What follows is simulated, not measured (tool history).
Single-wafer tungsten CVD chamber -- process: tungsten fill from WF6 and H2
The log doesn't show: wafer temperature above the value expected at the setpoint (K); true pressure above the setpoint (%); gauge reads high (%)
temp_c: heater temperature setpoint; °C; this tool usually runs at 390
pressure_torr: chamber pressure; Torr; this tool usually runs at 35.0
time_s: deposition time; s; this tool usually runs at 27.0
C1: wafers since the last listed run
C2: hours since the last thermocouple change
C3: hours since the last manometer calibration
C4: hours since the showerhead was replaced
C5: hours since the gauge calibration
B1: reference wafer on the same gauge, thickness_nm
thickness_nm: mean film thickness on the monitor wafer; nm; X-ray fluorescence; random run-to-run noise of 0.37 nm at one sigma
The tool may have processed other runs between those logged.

{"run": 1, "hour": 0.0, "temp_c": 390, "pressure_torr": 30.7, "time_s": 27.0, "C1": 0, "C2": 877.3, "C3": 1079.9, "C4": 3697.2, "C5": 1572.1, "B1": 72.673, "thickness_nm": 63.441}
{"run": 2, "hour": 80.8, "temp_c": 390, "pressure_torr": 30.7, "time_s": 27.0, "C1": 1851, "C2": 958.1, "C3": 1160.7, "C4": 3778.0, "C5": 1652.9, "B1": 72.933, "thickness_nm": 63.254}
{"run": 3, "hour": 118.0, "temp_c": 390, "pressure_torr": 35.0, "time_s": 27.0, "C1": 852, "C2": 995.3, "C3": 1197.9, "C4": 3815.2, "C5": 1690.1, "B1": 72.783, "thickness_nm": 66.345}
{"run": 4, "hour": 188.0, "temp_c": 390, "pressure_torr": 35.0, "time_s": 27.0, "C1": 1603, "C2": 1065.3, "C3": 1267.9, "C4": 3885.2, "C5": 1760.1, "B1": 72.872, "thickness_nm": 66.769}
{"run": 5, "hour": 260.0, "temp_c": 390, "pressure_torr": 32.7, "time_s": 27.0, "C1": 1649, "C2": 1137.3, "C3": 1339.9, "C4": 3957.2, "C5": 1832.1, "B1": 72.863, "thickness_nm": 65.295}
{"run": 6, "hour": 365.9, "temp_c": 390, "pressure_torr": 32.7, "time_s": 27.0, "C1": 2426, "C2": 1243.2, "C3": 1445.8, "C4": 4063.1, "C5": 1938.0, "B1": 72.659, "thickness_nm": 64.91}
{"hour": 439.3, "done": "thermocouple changed; heater temperature recalibrated"}
{"run": 7, "hour": 473.1, "temp_c": 401, "pressure_torr": 35.0, "time_s": 27.0, "C1": 2272, "C2": 33.8, "C3": 1553.0, "C4": 4170.3, "C5": 2045.2, "B1": 72.848, "thickness_nm": 85.499}
{"run": 8, "hour": 545.4, "temp_c": 390, "pressure_torr": 35.0, "time_s": 27.0, "C1": 1656, "C2": 106.1, "C3": 1625.3, "C4": 4242.6, "C5": 2117.5, "B1": 72.88, "thickness_nm": 67.178}
{"run": 9, "hour": 617.6, "temp_c": 390, "pressure_torr": 35.0, "time_s": 27.0, "C1": 1654, "C2": 178.3, "C3": 1697.5, "C4": 4314.8, "C5": 2189.7, "B1": 72.848, "thickness_nm": 67.584}
{"run": 10, "hour": 672.2, "temp_c": 390, "pressure_torr": 35.0, "time_s": 27.0, "C1": 1251, "C2": 232.9, "C3": 1752.1, "C4": 4369.4, "C5": 2244.3, "B1": 72.832, "thickness_nm": 66.799}
{"run": 11, "hour": 775.5, "temp_c": 384, "pressure_torr": 29.1, "time_s": 27.0, "C1": 2366, "C2": 336.2, "C3": 1855.4, "C4": 4472.7, "C5": 2347.6, "B1": 72.834, "thickness_nm": 55.017}
{"hour": 845.0, "done": "gauge calibrated"}
{"run": 12, "hour": 879.3, "temp_c": 384, "pressure_torr": 29.1, "time_s": 27.0, "C1": 2378, "C2": 440.0, "C3": 1959.2, "C4": 4576.5, "C5": 34.3, "B1": 72.818, "thickness_nm": 55.221}
{"run": 13, "hour": 919.9, "temp_c": 384, "pressure_torr": 29.1, "time_s": 27.0, "C1": 930, "C2": 480.6, "C3": 1999.8, "C4": 4617.1, "C5": 74.9, "B1": 72.856, "thickness_nm": 55.151}
{"run": 14, "hour": 956.0, "temp_c": 390, "pressure_torr": 35.0, "time_s": 27.0, "C1": 827, "C2": 516.7, "C3": 2035.9, "C4": 4653.2, "C5": 111.0, "B1": 72.796, "thickness_nm": 67.267}
{"run": 15, "hour": 1001.1, "temp_c": 390, "pressure_torr": 28.2, "time_s": 27.0, "C1": 1033, "C2": 561.8, "C3": 2081.0, "C4": 4698.3, "C5": 156.1, "B1": 72.608, "thickness_nm": 61.787}
{"run": 16, "hour": 1076.8, "temp_c": 390, "pressure_torr": 35.0, "time_s": 27.0, "C1": 1734, "C2": 637.5, "C3": 2156.7, "C4": 4774.0, "C5": 231.8, "B1": 72.727, "thickness_nm": 67.134}
{"run": 17, "hour": 1181.8, "temp_c": 390, "pressure_torr": 35.0, "time_s": 27.0, "C1": 2405, "C2": 742.5, "C3": 2261.7, "C4": 4879.0, "C5": 336.8, "B1": 72.9, "thickness_nm": 66.863}
{"hour": 1342.4, "done": "showerhead replaced"}
{"run": 18, "hour": 1400.5, "temp_c": 390, "pressure_torr": 43.2, "time_s": 30.0, "C1": 4827, "C2": 961.2, "C3": 2480.4, "C4": 58.1, "C5": 555.5, "B1": 72.865, "thickness_nm": 82.125}
{"hour": 1413.5, "done": "capacitance manometer re-zeroed and calibrated"}
{"run": 19, "hour": 1464.4, "temp_c": 395, "pressure_torr": 31.9, "time_s": 31.8, "C1": 1280, "C2": 1025.1, "C3": 50.9, "C4": 122.0, "C5": 619.4, "B1": 72.811, "thickness_nm": 83.633}
{"run": 20, "hour": 1547.5, "temp_c": 376, "pressure_torr": 30.9, "time_s": 31.0, "C1": 1904, "C2": 1108.2, "C3": 134.0, "C4": 205.1, "C5": 702.5, "B1": 72.686, "thickness_nm": 52.383}
{"run": 21, "hour": 1631.3, "temp_c": 390, "pressure_torr": 30.7, "time_s": 27.0, "C1": 1920, "C2": 1192.0, "C3": 217.8, "C4": 288.9, "C5": 786.3, "B1": 72.791, "thickness_nm": 63.169}
{"run": 22, "hour": 1720.7, "temp_c": 394, "pressure_torr": 35.0, "time_s": 23.1, "C1": 2048, "C2": 1281.4, "C3": 307.2, "C4": 378.3, "C5": 875.7, "B1": 72.744, "thickness_nm": 61.908}
{"run": 23, "hour": 1820.4, "temp_c": 398, "pressure_torr": 41.0, "time_s": 29.7, "C1": 2284, "C2": 1381.1, "C3": 406.9, "C4": 478.0, "C5": 975.4, "B1": 72.793, "thickness_nm": 91.614}
{"hour": 1838.6, "done": "thermocouple changed; heater temperature recalibrated"}
{"run": 24, "hour": 1907.6, "temp_c": 390, "pressure_torr": 35.0, "time_s": 27.0, "C1": 1814, "C2": 69.0, "C3": 494.1, "C4": 565.2, "C5": 1062.6, "B1": 72.773, "thickness_nm": 66.308}
{"run": 25, "hour": 2005.8, "temp_c": 390, "pressure_torr": 30.7, "time_s": 27.0, "C1": 2250, "C2": 167.2, "C3": 592.3, "C4": 663.4, "C5": 1160.8, "B1": 72.65, "thickness_nm": 63.143}
{"run": 26, "hour": 2081.5, "temp_c": 384, "pressure_torr": 42.5, "time_s": 31.9, "C1": 1734, "C2": 242.9, "C3": 668.0, "C4": 739.1, "C5": 1236.5, "B1": 72.775, "thickness_nm": 73.431}
{"run": 27, "hour": 2168.6, "temp_c": 394, "pressure_torr": 35.0, "time_s": 21.8, "C1": 1995, "C2": 330.0, "C3": 755.1, "C4": 826.2, "C5": 1323.6, "B1": 72.892, "thickness_nm": 58.093}
{"run": 28, "hour": 2234.6, "temp_c": 384, "pressure_torr": 28.9, "time_s": 21.7, "C1": 1512, "C2": 396.0, "C3": 821.1, "C4": 892.2, "C5": 1389.6, "B1": 72.842, "thickness_nm": 43.198}
{"run": 29, "hour": 2284.3, "temp_c": 385, "pressure_torr": 42.7, "time_s": 30.7, "C1": 1138, "C2": 445.7, "C3": 870.8, "C4": 941.9, "C5": 1439.3, "B1": 72.815, "thickness_nm": 73.149}
{"run": 30, "hour": 2356.1, "temp_c": 380, "pressure_torr": 27.7, "time_s": 24.3, "C1": 1645, "C2": 517.5, "C3": 942.6, "C4": 1013.7, "C5": 1511.1, "B1": 72.769, "thickness_nm": 43.66}
{"run": 31, "hour": 2443.1, "temp_c": 390, "pressure_torr": 43.2, "time_s": 31.6, "C1": 1993, "C2": 604.5, "C3": 1029.6, "C4": 1100.7, "C5": 1598.1, "B1": 72.761, "thickness_nm": 83.457}
{"run": 32, "hour": 2634.0, "temp_c": 390, "pressure_torr": 35.0, "time_s": 27.0, "C1": 4374, "C2": 795.4, "C3": 1220.5, "C4": 1291.6, "C5": 1789.0, "B1": 72.806, "thickness_nm": 66.717}
{"run": 33, "hour": 2709.3, "temp_c": 390, "pressure_torr": 35.0, "time_s": 30.8, "C1": 1725, "C2": 870.7, "C3": 1295.8, "C4": 1366.9, "C5": 1864.3, "B1": 72.73, "thickness_nm": 76.606}
{"run": 34, "hour": 2780.3, "temp_c": 390, "pressure_torr": 35.0, "time_s": 27.0, "C1": 1626, "C2": 941.7, "C3": 1366.8, "C4": 1437.9, "C5": 1935.3, "B1": 72.834, "thickness_nm": 66.745}

Selected run-to-run steps in thickness_nm, each split into two signed amounts: the part the tool would show with no hidden state at all (from settings, incoming material and random variation), and the remainder, which goes to the hidden state together with any gauge scatter not common to the measured and the hidden-state-free results:
Run 6 -> 7: temp_c 390 -> 401, pressure_torr 32.7 -> 35.0, thermocouple changed; heater temperature recalibrated. thickness_nm +20.589 nm: hidden state +0.300, all else +20.289.
Run 17 -> 18: pressure_torr 35.0 -> 43.2, time_s 27.0 -> 30.0, showerhead replaced. thickness_nm +15.262 nm: hidden state +0.682, all else +14.580.
Run 18 -> 19: temp_c 390 -> 395, pressure_torr 43.2 -> 31.9, time_s 30.0 -> 31.8, capacitance manometer re-zeroed and calibrated. thickness_nm +1.508 nm: hidden state -2.233, all else +3.741.
Run 19 -> 20: temp_c 395 -> 376, pressure_torr 31.9 -> 30.9, time_s 31.8 -> 31.0. thickness_nm -31.250 nm: hidden state +0.028, all else -31.278.
Run 28 -> 29: temp_c 384 -> 385, pressure_torr 28.9 -> 42.7, time_s 21.7 -> 30.7. thickness_nm +29.951 nm: hidden state +0.100, all else +29.851.
Run 30 -> 31: temp_c 380 -> 390, pressure_torr 27.7 -> 43.2, time_s 24.3 -> 31.6. thickness_nm +39.797 nm: hidden state +0.200, all else +39.597.
